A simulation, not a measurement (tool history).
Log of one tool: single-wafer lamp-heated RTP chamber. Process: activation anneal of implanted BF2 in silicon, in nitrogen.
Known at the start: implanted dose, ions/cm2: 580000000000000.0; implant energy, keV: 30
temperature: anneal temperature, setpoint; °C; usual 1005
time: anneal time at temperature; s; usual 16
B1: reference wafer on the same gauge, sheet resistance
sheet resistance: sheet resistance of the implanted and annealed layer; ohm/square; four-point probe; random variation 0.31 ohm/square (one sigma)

Run 1, hour 0: usual settings but temperature 1026 °C, time 18 s; B1 169.02. Result: sheet resistance 200.22 ohm/square.
Run 2, hour 15.9: usual settings but temperature 1026 °C, time 18 s; B1 169.01. Result: sheet resistance 199.6 ohm/square.
Run 3, hour 23: usual settings but temperature 1026 °C, time 18 s; B1 169.01. Result: sheet resistance 199.21 ohm/square.
Run 4, hour 40.2: usual settings; B1 169.09. Result: sheet resistance 202.78 ohm/square.
Run 5, hour 87.6: usual settings; B1 168.99. Result: sheet resistance 203.09 ohm/square.
Run 6, hour 104.2: usual settings; B1 168.99. Result: sheet resistance 202.92 ohm/square.
At hour 123.6: reflector plate cleaned.
Run 7, hour 124.1: usual settings; B1 168.96. Result: sheet resistance 202.41 ohm/square.
At hour 128.9: gauge calibrated.
Run 8, hour 151.6: usual settings; B1 169.03. Result: sheet resistance 202.39 ohm/square.
Run 9, hour 159.6: usual settings but temperature 1018 °C, time 12 s; B1 169.04. Result: sheet resistance 201.41 ohm/square.
Run 10, hour 176.2: usual settings but time 9 s; B1 168.98. Result: sheet resistance 204.13 ohm/square.
At hour 188.5: pyrometer window cleaned and pyrometer calibrated.
Run 11, hour 189: usual settings but time 8 s; B1 168.97. Result: sheet resistance 207.28 ohm/square.
Run 12, hour 198.4: usual settings but time 21 s; B1 169.05. Result: sheet resistance 203.83 ohm/square.
Run 13, hour 214.3: usual settings but time 9 s; B1 168.99. Result: sheet resistance 206.78 ohm/square.
Run 14, hour 226: usual settings but time 13 s; B1 168.95. Result: sheet resistance 205.5 ohm/square.
Run 15, hour 237.4: usual settings but temperature 1026 °C, time 12 s; B1 169.11. Result: sheet resistance 201.49 ohm/square.
Run 16, hour 244.1: usual settings but time 12 s; B1 169.07. Result: sheet resistance 205.72 ohm/square.

3 ways to go on from here, each from the tool as it stands after run 16. What would each give?
Run A, hour 244.5: usual settings; B1 ?. Result: sheet resistance ?.
Run B, hour 244.5: usual settings but temperature 1024 °C, time 10 s; B1 ?. Result: sheet resistance ?.
Run C, hour 244.5: usual settings but temperature 990 °C, time 12 s; B1 ?. Result: sheet resistance ?.

run   B1  sheet resistance
  A  169            204.62
  B  169            202.81
  C  169            210.73
Without the tool's hidden state the same runs would have given:
run  sheet resistance
  A            205.36
  B            203.23
  C            211.97

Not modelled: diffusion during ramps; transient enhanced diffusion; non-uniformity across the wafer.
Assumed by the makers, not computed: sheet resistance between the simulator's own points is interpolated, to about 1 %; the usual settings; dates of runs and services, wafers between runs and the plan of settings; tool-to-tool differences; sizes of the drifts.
